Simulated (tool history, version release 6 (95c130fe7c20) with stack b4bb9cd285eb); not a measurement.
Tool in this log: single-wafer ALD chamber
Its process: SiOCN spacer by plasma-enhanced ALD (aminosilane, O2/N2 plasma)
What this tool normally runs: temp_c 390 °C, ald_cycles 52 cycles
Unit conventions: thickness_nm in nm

| run | hour | temp_c | ald_cycles | wafers since the last listed run | hours since the last thermocouple change | hours since the gauge calibration | read-back reference wafer on the same gauge, thickness_nm | thickness_nm |
|---|---|---|---|---|---|---|---|---|
| 1 | 0.0 | 400 | 52 | 0 | 2087.5 | 1050.9 | 3.364 | 3.258 |
| 2 | 55.2 | 400 | 52 | 292 | 2142.7 | 1106.1 | 3.362 | 3.261 |
| 3 | 133.5 | 400 | 52 | 415 | 2221.0 | 1184.4 | 3.356 | 3.269 |
| 4 | 216.2 | 390 | 52 | 438 | 2303.7 | 1267.1 | 3.361 | 3.245 |
| 5 | 254.2 | 390 | 52 | 201 | 2341.7 | 1305.1 | 3.357 | 3.255 |
| 6 | 344.6 | 390 | 52 | 479 | 2432.1 | 1395.5 | 3.360 | 3.248 |
| 7 | 437.2 | 390 | 52 | 491 | 2524.7 | 1488.1 | 3.359 | 3.259 |
|  | 555.4 | thermocouple changed; heater temperature recalibrated |
| 8 | 709.4 | 390 | 52 | 1401 | 154.0 | 1760.3 | 3.360 | 3.246 |
| 9 | 783.9 | 390 | 52 | 395 | 228.5 | 1834.8 | 3.362 | 3.264 |
|  | 837.3 | gauge calibrated |
| 10 | 849.7 | 390 | 49 | 348 | 294.3 | 12.4 | 3.359 | 3.057 |
| 11 | 957.1 | 390 | 49 | 569 | 401.7 | 119.8 | 3.360 | 3.071 |
| 12 | 1023.6 | 390 | 52 | 352 | 468.2 | 186.3 | 3.359 | 3.267 |
| 13 | 1089.6 | 400 | 52 | 350 | 534.2 | 252.3 | 3.364 | 3.254 |
| 14 | 1163.9 | 390 | 49 | 394 | 608.5 | 326.6 | 3.360 | 3.062 |
| 15 | 1204.3 | 377 | 60 | 214 | 648.9 | 367.0 | 3.359 | 3.784 |
| 16 | 1240.9 | 396 | 58 | 194 | 685.5 | 403.6 | 3.360 | 3.638 |
| 17 | 1278.4 | 378 | 57 | 198 | 723.0 | 441.1 | 3.362 | 3.578 |
| 18 | 1339.0 | 390 | 52 | 321 | 783.6 | 501.7 | 3.359 | 3.256 |
| 19 | 1417.0 | 394 | 49 | 413 | 861.6 | 579.7 | 3.359 | 3.068 |
| 20 | 1473.4 | 381 | 44 | 299 | 918.0 | 636.1 | 3.360 | 2.752 |
| 21 | 1539.6 | 382 | 61 | 351 | 984.2 | 702.3 | 3.362 | 3.802 |
| 22 | 1620.4 | 402 | 56 | 428 | 1065.0 | 783.1 | 3.360 | 3.504 |

4 options for the next run, each taken on its own from the tool as it stands now. Forecast them:
| A | 1620.9 | 390 | 52 | 2 | 1065.5 | 783.6 | ? | ? |
| B | 1620.9 | 390 | 43 | 2 | 1065.5 | 783.6 | ? | ? |
| C | 1620.9 | 378 | 58 | 2 | 1065.5 | 783.6 | ? | ? |
| D | 1620.9 | 379 | 47 | 2 | 1065.5 | 783.6 | ? | ? |

| run | read-back reference wafer on the same gauge, thickness_nm | thickness_nm |
|---|---|---|
| A | 3.358 | 3.253 |
| B | 3.358 | 2.690 |
| C | 3.358 | 3.628 |
| D | 3.358 | 2.940 |
With the hidden condition removed and each run's random variation left untouched, the same runs would have given:
| run | thickness_nm |
|---|---|
| A | 3.253 |
| B | 2.690 |
| C | 3.628 |
| D | 2.940 |
